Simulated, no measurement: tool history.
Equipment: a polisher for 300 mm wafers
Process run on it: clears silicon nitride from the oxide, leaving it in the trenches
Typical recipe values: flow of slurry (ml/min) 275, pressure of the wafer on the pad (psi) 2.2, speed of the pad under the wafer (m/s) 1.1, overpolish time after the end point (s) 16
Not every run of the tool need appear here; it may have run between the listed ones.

run   hour  flow of slurry (ml/min)  pressure of the wafer on the pad (psi)  speed of the pad under the wafer (m/s)  overpolish time after the end point (s)  incoming thickness of the incoming film, nm  time until the end point was called (s)
  1    0.0                      275                                     2.2                                     1.1                                       16                                         59.4                                     81.6
  2  112.3                      315                                     2.2                                     1.1                                       16                                         60.6                                     84.6
     133.8  -- slurry nozzle cleaned
     182.8  -- worn pad replaced by a new one
  3  194.5                      315                                     2.2                                     1.1                                       16                                         59.9                                     78.6
  4  249.9                      275                                     2.2                                     1.1                                       16                                         59.3                                     74.4
  5  341.1                      275                                     2.2                                     1.1                                       16                                         60.6                                     82.5
     377.0  -- worn pad replaced by a new one
     421.8  -- head pressure recalibrated
  6  428.9                      245                                     2.2                                     1.1                                       16                                         59.7                                     81.2
  7  525.7                      245                                     2.2                                     1.1                                       16                                         59.2                                     85.2
     543.8  -- slurry nozzle cleaned
  8  575.0                      275                                     2.2                                     1.1                                       16                                         59.2                                     87.2
     603.3  -- worn pad replaced by a new one
  9  614.3                      250                                     2.5                                     1.0                                       12                                         59.7                                     74.5
 10  715.5                      275                                     2.9                                     0.9                                       16                                         60.2                                     72.4
 11  786.9                      275                                     2.2                                     1.1                                       13                                         59.3                                     84.2
     830.4  -- worn pad replaced by a new one
 12  830.9                      275                                     2.2                                     1.1                                       25                                         59.4                                     76.3
 13  883.5                      275                                     2.8                                     1.1                                       13                                         59.7                                     61.3
 14  965.8                      275                                     2.2                                     1.1                                       13                                         59.6                                     80.1

For run 15, what comes out?
     1009.1  -- slurry nozzle cleaned
     1014.4  -- worn pad replaced by a new one
 15  1055.4                      275                                     2.2                                     1.1                                       25                                         60.5                                        ?

{"run 15": {"time until the end point was called (s)": 76.3}}
Had the tool carried no hidden state, the very same run would have given time until the end point was called (s) 82.3.

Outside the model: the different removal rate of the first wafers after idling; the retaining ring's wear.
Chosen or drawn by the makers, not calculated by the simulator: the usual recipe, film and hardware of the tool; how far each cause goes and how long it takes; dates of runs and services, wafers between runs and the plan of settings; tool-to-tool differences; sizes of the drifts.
